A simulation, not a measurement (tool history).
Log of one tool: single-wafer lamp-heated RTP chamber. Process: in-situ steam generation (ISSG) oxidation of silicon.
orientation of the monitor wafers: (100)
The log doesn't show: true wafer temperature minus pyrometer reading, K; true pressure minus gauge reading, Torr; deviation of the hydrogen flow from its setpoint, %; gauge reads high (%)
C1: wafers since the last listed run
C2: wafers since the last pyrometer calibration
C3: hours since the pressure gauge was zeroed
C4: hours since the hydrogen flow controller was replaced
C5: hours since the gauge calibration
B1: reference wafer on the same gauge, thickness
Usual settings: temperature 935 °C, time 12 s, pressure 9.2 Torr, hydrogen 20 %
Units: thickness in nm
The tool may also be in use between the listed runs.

run 1 hour=0.0 | temperature=935 time=14 pressure=9.2 hydrogen=20 | C1=0 C2=3790 C3=2393.0 C4=4705.9 C5=11.9 | B1=3.992 | thickness=4.022
run 2 hour=31.1 | temperature=935 time=11 pressure=9.2 hydrogen=20 | C1=166 C2=3957 C3=2424.1 C4=4737.0 C5=43.0 | B1=3.985 | thickness=3.665
run 3 hour=51.2 | temperature=935 time=11 pressure=9.2 hydrogen=20 | C1=107 C2=4064 C3=2444.2 C4=4757.1 C5=63.1 | B1=3.986 | thickness=3.659
run 4 hour=80.4 | temperature=935 time=12 pressure=8.6 hydrogen=20 | C1=156 C2=4221 C3=2473.4 C4=4786.3 C5=92.3 | B1=3.982 | thickness=3.795
run 5 hour=113.6 | temperature=935 time=12 pressure=8.6 hydrogen=20 | C1=177 C2=4398 C3=2506.6 C4=4819.5 C5=125.5 | B1=3.975 | thickness=3.805
run 6 hour=133.9 | temperature=935 time=12 pressure=8.6 hydrogen=20 | C1=108 C2=4507 C3=2526.9 C4=4839.8 C5=145.8 | B1=3.974 | thickness=3.805
run 7 hour=146.4 | temperature=935 time=12 pressure=9.2 hydrogen=20 | C1=66 C2=4574 C3=2539.4 C4=4852.3 C5=158.3 | B1=3.969 | thickness=3.762
run 8 hour=159.0 | temperature=935 time=12 pressure=9.2 hydrogen=20 | C1=67 C2=4641 C3=2552.0 C4=4864.9 C5=170.9 | B1=3.969 | thickness=3.771
run 9 hour=176.0 | temperature=935 time=12 pressure=9.2 hydrogen=20 | C1=90 C2=4732 C3=2569.0 C4=4881.9 C5=187.9 | B1=3.961 | thickness=3.752
run 10 hour=198.9 | temperature=935 time=12 pressure=9.2 hydrogen=20 | C1=122 C2=4855 C3=2591.9 C4=4904.8 C5=210.8 | B1=3.961 | thickness=3.753
-- hour=232.5 pyrometer window cleaned and pyrometer calibrated
run 11 hour=233.0 | temperature=935 time=15 pressure=10.2 hydrogen=20 | C1=139 C2=2 C3=2626.0 C4=4938.9 C5=244.9 | B1=3.957 | thickness=4.005
-- hour=259.8 pressure gauge zeroed
-- hour=262.6 gauge calibrated
run 12 hour=263.1 | temperature=924 time=12 pressure=9.2 hydrogen=16 | C1=118 C2=121 C3=3.3 C4=4969.0 C5=0.5 | B1=3.984 | thickness=3.513
run 13 hour=282.2 | temperature=935 time=14 pressure=9.2 hydrogen=11 | C1=102 C2=223 C3=22.4 C4=4988.1 C5=19.6 | B1=3.977 | thickness=3.504
-- hour=311.4 hydrogen flow controller replaced
run 14 hour=352.6 | temperature=935 time=16 pressure=9.6 hydrogen=24 | C1=333 C2=557 C3=92.8 C4=41.2 C5=90.0 | B1=3.971 | thickness=4.323
run 15 hour=369.6 | temperature=952 time=12 pressure=9.2 hydrogen=24 | C1=90 C2=648 C3=109.8 C4=58.2 C5=107.0 | B1=3.966 | thickness=4.097
run 16 hour=394.1 | temperature=944 time=15 pressure=9.2 hydrogen=24 | C1=131 C2=779 C3=134.3 C4=82.7 C5=131.5 | B1=3.961 | thickness=4.348
run 17 hour=418.1 | temperature=935 time=11 pressure=9.2 hydrogen=20 | C1=128 C2=907 C3=158.3 C4=106.7 C5=155.5 | B1=3.959 | thickness=3.639
run 18 hour=444.7 | temperature=918 time=12 pressure=7.7 hydrogen=20 | C1=142 C2=1050 C3=184.9 C4=133.3 C5=182.1 | B1=3.954 | thickness=3.653

Forecast each of these 5 alternatives for the next run:
run A hour=445.1 | temperature=935 time=12 pressure=9.2 hydrogen=20 | C1=2 C2=1052 C3=185.3 C4=133.7 C5=182.5 | B1=? | thickness=?
run B hour=445.1 | temperature=935 time=8 pressure=7.9 hydrogen=20 | C1=2 C2=1052 C3=185.3 C4=133.7 C5=182.5 | B1=? | thickness=?
run C hour=445.1 | temperature=935 time=14 pressure=10.2 hydrogen=17 | C1=2 C2=1052 C3=185.3 C4=133.7 C5=182.5 | B1=? | thickness=?
run D hour=445.1 | temperature=950 time=15 pressure=9.2 hydrogen=20 | C1=2 C2=1052 C3=185.3 C4=133.7 C5=182.5 | B1=? | thickness=?
run E hour=445.1 | temperature=935 time=12 pressure=8.5 hydrogen=20 | C1=2 C2=1052 C3=185.3 C4=133.7 C5=182.5 | B1=? | thickness=?

run=A B1=3.953 thickness=3.742
run=B B1=3.953 thickness=3.283
run=C B1=3.953 thickness=3.754
run=D B1=3.953 thickness=4.215
run=E B1=3.953 thickness=3.769
Without the tool's hidden state the same runs would have given:
run=A thickness=3.776
run=B thickness=3.314
run=C thickness=3.789
run=D thickness=4.254
run=E thickness=3.804

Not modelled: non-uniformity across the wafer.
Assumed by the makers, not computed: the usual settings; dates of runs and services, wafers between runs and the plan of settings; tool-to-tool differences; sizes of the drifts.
